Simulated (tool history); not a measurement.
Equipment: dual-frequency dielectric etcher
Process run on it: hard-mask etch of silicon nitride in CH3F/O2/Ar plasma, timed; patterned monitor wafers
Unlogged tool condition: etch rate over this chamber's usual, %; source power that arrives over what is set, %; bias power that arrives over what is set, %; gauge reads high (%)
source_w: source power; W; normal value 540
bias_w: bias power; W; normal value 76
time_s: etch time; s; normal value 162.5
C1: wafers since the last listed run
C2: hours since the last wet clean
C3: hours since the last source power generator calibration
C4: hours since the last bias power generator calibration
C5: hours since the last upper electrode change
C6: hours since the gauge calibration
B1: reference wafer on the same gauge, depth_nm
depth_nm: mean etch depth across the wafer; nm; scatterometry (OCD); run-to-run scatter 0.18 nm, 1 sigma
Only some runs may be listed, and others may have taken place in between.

{"run": 1, "hour": 0.0, "source_w": 540, "bias_w": 69, "time_s": 193, "C1": 0, "C2": 258.9, "C3": 2538.3, "C4": 2573.9, "C5": 2044.3, "C6": 354.7, "B1": 112, "depth_nm": 140.3}
{"run": 2, "hour": 9.7, "source_w": 540, "bias_w": 76, "time_s": 162.5, "C1": 89, "C2": 268.6, "C3": 2548, "C4": 2583.6, "C5": 2054, "C6": 364.4, "B1": 112, "depth_nm": 123.3}
{"run": 3, "hour": 22.9, "source_w": 540, "bias_w": 76, "time_s": 162.5, "C1": 121, "C2": 281.8, "C3": 2561.2, "C4": 2596.8, "C5": 2067.2, "C6": 377.6, "B1": 112, "depth_nm": 123.2}
{"run": 4, "hour": 36.6, "source_w": 540, "bias_w": 76, "time_s": 162.5, "C1": 126, "C2": 295.5, "C3": 2574.9, "C4": 2610.5, "C5": 2080.9, "C6": 391.3, "B1": 112, "depth_nm": 123.8}
{"run": 5, "hour": 45.4, "source_w": 540, "bias_w": 76, "time_s": 162.5, "C1": 81, "C2": 304.3, "C3": 2583.7, "C4": 2619.3, "C5": 2089.7, "C6": 400.1, "B1": 111.9, "depth_nm": 123.3}
{"run": 6, "hour": 62.2, "source_w": 540, "bias_w": 76, "time_s": 162.5, "C1": 155, "C2": 321.1, "C3": 2600.5, "C4": 2636.1, "C5": 2106.5, "C6": 416.9, "B1": 112, "depth_nm": 123.7}
{"hour": 86.6, "done": "gauge calibrated"}
{"hour": 87.4, "done": "source power generator calibrated"}
{"hour": 91.9, "done": "bias power generator calibrated"}
{"hour": 97.2, "done": "wet clean of the chamber"}
{"run": 7, "hour": 97.7, "source_w": 540, "bias_w": 76, "time_s": 162.5, "C1": 204, "C2": 0.5, "C3": 10.3, "C4": 5.8, "C5": 2142, "C6": 11.1, "B1": 112, "depth_nm": 121.9}
{"run": 8, "hour": 98.1, "source_w": 540, "bias_w": 76, "time_s": 162.5, "C1": 3, "C2": 0.9, "C3": 10.7, "C4": 6.2, "C5": 2142.4, "C6": 11.5, "B1": 112, "depth_nm": 121.9}
{"run": 9, "hour": 98.8, "source_w": 540, "bias_w": 76, "time_s": 162.5, "C1": 6, "C2": 1.6, "C3": 11.4, "C4": 6.9, "C5": 2143.1, "C6": 12.2, "B1": 112, "depth_nm": 121.6}
{"run": 10, "hour": 112.5, "source_w": 610, "bias_w": 66, "time_s": 162.5, "C1": 126, "C2": 15.3, "C3": 25.1, "C4": 20.6, "C5": 2156.8, "C6": 25.9, "B1": 112, "depth_nm": 121.3}
{"run": 11, "hour": 120.2, "source_w": 540, "bias_w": 76, "time_s": 162.5, "C1": 71, "C2": 23, "C3": 32.8, "C4": 28.3, "C5": 2164.5, "C6": 33.6, "B1": 112, "depth_nm": 121.5}
{"hour": 146.8, "done": "upper electrode replaced"}
{"run": 12, "hour": 147.3, "source_w": 540, "bias_w": 76, "time_s": 205, "C1": 28, "C2": 50.1, "C3": 59.9, "C4": 55.4, "C5": 0.5, "C6": 60.7, "B1": 112, "depth_nm": 153.5}
{"run": 13, "hour": 147.7, "source_w": 540, "bias_w": 76, "time_s": 162.5, "C1": 3, "C2": 50.5, "C3": 60.3, "C4": 55.8, "C5": 0.9, "C6": 61.1, "B1": 112, "depth_nm": 121.8}
{"run": 14, "hour": 154.5, "source_w": 430, "bias_w": 58, "time_s": 126.5, "C1": 62, "C2": 57.3, "C3": 67.1, "C4": 62.6, "C5": 7.7, "C6": 67.9, "B1": 112, "depth_nm": 75.8}
{"run": 15, "hour": 164.0, "source_w": 620, "bias_w": 76, "time_s": 162.5, "C1": 87, "C2": 66.8, "C3": 76.6, "C4": 72.1, "C5": 17.2, "C6": 77.4, "B1": 112, "depth_nm": 130}
{"run": 16, "hour": 176.5, "source_w": 470, "bias_w": 67, "time_s": 176.5, "C1": 115, "C2": 79.3, "C3": 89.1, "C4": 84.6, "C5": 29.7, "C6": 89.9, "B1": 112, "depth_nm": 117.8}
{"run": 17, "hour": 185.7, "source_w": 540, "bias_w": 76, "time_s": 201, "C1": 84, "C2": 88.5, "C3": 98.3, "C4": 93.8, "C5": 38.9, "C6": 99.1, "B1": 112, "depth_nm": 151.1}
{"run": 18, "hour": 200.4, "source_w": 540, "bias_w": 65, "time_s": 162.5, "C1": 135, "C2": 103.2, "C3": 113, "C4": 108.5, "C5": 53.6, "C6": 113.8, "B1": 112, "depth_nm": 114.3}
{"run": 19, "hour": 206.5, "source_w": 540, "bias_w": 76, "time_s": 177.5, "C1": 56, "C2": 109.3, "C3": 119.1, "C4": 114.6, "C5": 59.7, "C6": 119.9, "B1": 112, "depth_nm": 133.6}
{"run": 20, "hour": 222.7, "source_w": 660, "bias_w": 76, "time_s": 162.5, "C1": 149, "C2": 125.5, "C3": 135.3, "C4": 130.8, "C5": 75.9, "C6": 136.1, "B1": 112, "depth_nm": 133.9}
{"run": 21, "hour": 240.3, "source_w": 540, "bias_w": 76, "time_s": 162.5, "C1": 162, "C2": 143.1, "C3": 152.9, "C4": 148.4, "C5": 93.5, "C6": 153.7, "B1": 112, "depth_nm": 122.2}
{"run": 22, "hour": 251.7, "source_w": 490, "bias_w": 76, "time_s": 124.5, "C1": 105, "C2": 154.5, "C3": 164.3, "C4": 159.8, "C5": 104.9, "C6": 165.1, "B1": 112, "depth_nm": 89.7}
{"run": 23, "hour": 263.7, "source_w": 540, "bias_w": 76, "time_s": 162.5, "C1": 110, "C2": 166.5, "C3": 176.3, "C4": 171.8, "C5": 116.9, "C6": 177.1, "B1": 112, "depth_nm": 122.6}
{"run": 24, "hour": 274.3, "source_w": 540, "bias_w": 76, "time_s": 162.5, "C1": 97, "C2": 177.1, "C3": 186.9, "C4": 182.4, "C5": 127.5, "C6": 187.7, "B1": 112, "depth_nm": 122.6}
{"run": 25, "hour": 288.7, "source_w": 490, "bias_w": 76, "time_s": 162.5, "C1": 132, "C2": 191.5, "C3": 201.3, "C4": 196.8, "C5": 141.9, "C6": 202.1, "B1": 112, "depth_nm": 117}
{"run": 26, "hour": 305.1, "source_w": 610, "bias_w": 61, "time_s": 116.5, "C1": 151, "C2": 207.9, "C3": 217.7, "C4": 213.2, "C5": 158.3, "C6": 218.5, "B1": 112, "depth_nm": 85}
{"run": 27, "hour": 320.7, "source_w": 420, "bias_w": 82, "time_s": 136.5, "C1": 143, "C2": 223.5, "C3": 233.3, "C4": 228.8, "C5": 173.9, "C6": 234.1, "B1": 112, "depth_nm": 94.5}
{"run": 28, "hour": 334.5, "source_w": 540, "bias_w": 76, "time_s": 176.5, "C1": 127, "C2": 237.3, "C3": 247.1, "C4": 242.6, "C5": 187.7, "C6": 247.9, "B1": 112, "depth_nm": 133.2}
{"run": 29, "hour": 346.2, "source_w": 540, "bias_w": 65, "time_s": 195.5, "C1": 107, "C2": 249, "C3": 258.8, "C4": 254.3, "C5": 199.4, "C6": 259.6, "B1": 112, "depth_nm": 138.5}

Give the tool's hidden conditions for every run:
source power that arrives over what is set, %: 0 at every run
bias power that arrives over what is set, %: 0 at every run
gauge reads high (%): 0 at every run
H1: etch rate over this chamber's usual, %
run=1 H1=1.24
run=2 H1=1.28
run=3 H1=1.34
run=4 H1=1.4
run=5 H1=1.43
run=6 H1=1.51
run=7 H1=-0.223
run=8 H1=-0.221
run=9 H1=-0.218
run=10 H1=-0.159
run=11 H1=-0.125
run=12 H1=-0.00778
run=13 H1=-0.00605
run=14 H1=0.0234
run=15 H1=0.0646
run=16 H1=0.119
run=17 H1=0.159
run=18 H1=0.222
run=19 H1=0.249
run=20 H1=0.319
run=21 H1=0.395
run=22 H1=0.444
run=23 H1=0.496
run=24 H1=0.542
run=25 H1=0.605
run=26 H1=0.676
run=27 H1=0.743
run=28 H1=0.803
run=29 H1=0.854

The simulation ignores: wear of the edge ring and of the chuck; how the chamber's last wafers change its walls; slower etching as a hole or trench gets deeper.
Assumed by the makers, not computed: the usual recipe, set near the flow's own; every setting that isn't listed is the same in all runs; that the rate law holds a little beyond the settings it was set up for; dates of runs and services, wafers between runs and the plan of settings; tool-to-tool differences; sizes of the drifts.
